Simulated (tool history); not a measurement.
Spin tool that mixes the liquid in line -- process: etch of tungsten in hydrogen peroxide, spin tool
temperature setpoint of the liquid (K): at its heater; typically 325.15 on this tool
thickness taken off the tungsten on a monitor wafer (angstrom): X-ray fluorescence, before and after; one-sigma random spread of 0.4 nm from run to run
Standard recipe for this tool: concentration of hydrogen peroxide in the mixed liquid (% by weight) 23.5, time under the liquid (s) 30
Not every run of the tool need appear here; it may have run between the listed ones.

| run | day | temperature setpoint of the liquid (K) | concentration of hydrogen peroxide in the mixed liquid (% by weight) | time under the liquid (s) | read-back film thickness of the tungsten reference wafer, read on the same gauge (nm) | thickness taken off the tungsten on a monitor wafer (angstrom) |
|---|---|---|---|---|---|---|
| 1 | 0 | 325.15 | 23.5 | 30 | 30.01 | 454.1 |
| 2 | 1.942 | 325.15 | 23.5 | 30 | 29.98 | 456 |
| 3 | 4.558 | 319.15 | 23.5 | 30 | 30 | 313.4 |
| 4 | 6.342 | 319.15 | 23.5 | 30 | 29.98 | 312 |
| 5 | 9.104 | 325.15 | 22 | 30 | 30.03 | 433.4 |
| 6 | 10.954 | 325.15 | 23.5 | 30 | 30 | 449 |
| 7 | 12.583 | 325.15 | 23.5 | 40 | 29.99 | 600 |
| 8 | 14.979 | 325.15 | 23.5 | 30 | 30 | 454.5 |
|  | 15.521 | heated supply line repaired |
| 9 | 17.679 | 325.15 | 23.5 | 30 | 29.98 | 445.9 |
| 10 | 18.733 | 325.15 | 23.5 | 30 | 30 | 446.2 |
|  | 20.529 | new drum of peroxide connected |
|  | 20.938 | peroxide flow meter replaced |
| 11 | 20.962 | 334.15 | 29.5 | 15 | 29.98 | 454.7 |
|  | 21.488 | gauge calibrated |
| 12 | 23 | 325.15 | 23.5 | 25 | 29.97 | 396 |
| 13 | 25.179 | 320.65 | 20.5 | 40 | 30.02 | 447.3 |
|  | 26.429 | thermometer replaced |
| 14 | 27.729 | 325.15 | 23.5 | 30 | 30.01 | 537.3 |
| 15 | 29.217 | 320.15 | 18 | 30 | 30.01 | 347.6 |
| 16 | 31.917 | 333.65 | 18.5 | 30 | 30.02 | 785.3 |
| 17 | 34.175 | 332.65 | 17.5 | 30 | 30.01 | 719 |

Each row is a separate what-if for the run after 17, all from the same tool condition, not one after another. Results?
| A | 34.192 | 325.15 | 23.5 | 45 | ? | ? |
| B | 34.192 | 325.15 | 23.5 | 15 | ? | ? |
| C | 34.192 | 318.15 | 21.5 | 15 | ? | ? |
| D | 34.192 | 325.15 | 30 | 40 | ? | ? |

| run | read-back film thickness of the tungsten reference wafer, read on the same gauge (nm) | thickness taken off the tungsten on a monitor wafer (angstrom) |
|---|---|---|
| A | 30 | 794.7 |
| B | 30 | 264.9 |
| C | 30 | 164.3 |
| D | 30 | 798.1 |
Without the tool's hidden state the same runs would have given:
| run | thickness taken off the tungsten on a monitor wafer (angstrom) |
|---|---|
| A | 833.5 |
| B | 277.8 |
| C | 172.5 |
| D | 837.1 |
